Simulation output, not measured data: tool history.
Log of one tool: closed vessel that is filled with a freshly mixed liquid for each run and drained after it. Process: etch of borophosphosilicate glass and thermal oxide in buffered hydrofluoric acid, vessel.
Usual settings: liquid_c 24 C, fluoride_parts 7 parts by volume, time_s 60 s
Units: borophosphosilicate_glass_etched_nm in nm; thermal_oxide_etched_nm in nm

run,hour,liquid_c,fluoride_parts,time_s,wafers since the last listed run,hours since the thermometer was replaced,hours since the hydrofluoric acid flow meter was replaced,hours since the gauge calibration,"read-back film thickness of the borophosphosilicate glass reference wafer, read on the same gauge (nm)","read-back film thickness of the thermal oxide reference wafer, read on the same gauge (nm)",borophosphosilicate_glass_etched_nm,thermal_oxide_etched_nm
1,0,24,7,60,0,1527.6,783.9,296.1,99.99,140.01,145.21,120.11
2,7.1,24,7,60,933,1534.7,791,303.2,100,140,143.1,120.09
3,15.9,24,9,60,1156,1543.5,799.8,312,99.98,140,109.82,91.67
# hour 19: thermometer replaced
4,25,24,7,60,1064,6,808.9,321.1,100.02,140,125.06,102.93
# hour 35.7: hydrofluoric acid flow meter replaced
5,36.2,27,6,30,1340,17.2,0.5,332.3,99.99,140.02,83.08,70.59
# hour 42.1: gauge calibrated
6,47,24,7,60,1419,28,11.3,4.9,100,139.99,124.8,103.89
7,64.4,25.5,7,35,2287,45.4,28.7,22.3,100.01,140.01,78.86,65.86
8,75.6,24,8.5,60,1472,56.6,39.9,33.5,100.01,140,100.18,84.33
9,85.7,27,9.5,90,1327,66.7,50,43.6,99.96,139.98,162.23,135.03
10,93.8,26,5.5,60,1064,74.8,58.1,51.7,100.01,139.99,174.43,141.25
11,107.3,28.5,5,30,1774,88.3,71.6,65.2,100,140,106.34,88.35
12,115.4,20,5,75,1064,96.4,79.7,73.3,100,139.98,168.72,138.65
13,129.5,24,7,60,1853,110.5,93.8,87.4,100,140,125.08,103.71
14,141.6,24,7,60,1590,122.6,105.9,99.5,99.98,139.98,127.05,105.01
15,149.5,27,5,80,1038,130.5,113.8,107.4,100.01,139.99,263.97,218.15
16,159.3,24,7,40,1288,140.3,123.6,117.2,99.96,140.01,82.87,69.54
17,176.6,24,8.5,60,2274,157.6,140.9,134.5,99.96,140,101.29,84.53
18,184.5,21,10,50,1038,165.5,148.8,142.4,100.04,139.99,63.07,52.83
19,196.9,24,7,60,1630,177.9,161.2,154.8,100.02,140.02,124.34,105.01
20,211.5,21.5,7,60,1919,192.5,175.8,169.4,99.97,139.97,110.4,91.91
21,221.3,24,7,50,1288,202.3,185.6,179.2,100.01,139.99,105.34,88.06
22,230.5,27,5,40,1209,211.5,194.8,188.4,100,140.01,133.12,108.75
23,247.7,24,7,30,2261,228.7,212,205.6,100.01,140.01,63.09,52.88
24,254.4,27,8.5,45,880,235.4,218.7,212.3,99.98,140.01,90.5,75.61

How the hidden state differs across the entries between the runs, from the last listed run before each to the first after it:
Between runs 3 and 4: thermometer replaced (hour 19)
  liquid hotter than its thermometer reads (K): 2.84 -> 0.0975
  measured less the result without the state, borophosphosilicate_glass_etched_nm: +15.45 -> +0.67 nm; thermal_oxide_etched_nm: +13.03 -> +0.56 nm
Between runs 4 and 5: hydrofluoric acid flow meter replaced (hour 35.7)
  liquid hotter than its thermometer reads (K): 0.0975 -> 0.116
  measured less the result without the state, borophosphosilicate_glass_etched_nm: +0.67 -> +0.53 nm; thermal_oxide_etched_nm: +0.56 -> +0.45 nm
Between runs 5 and 6: gauge calibrated (hour 42.1)
  liquid hotter than its thermometer reads (K): 0.116 -> 0.134
  measured less the result without the state, borophosphosilicate_glass_etched_nm: +0.53 -> +0.86 nm; thermal_oxide_etched_nm: +0.45 -> +0.74 nm
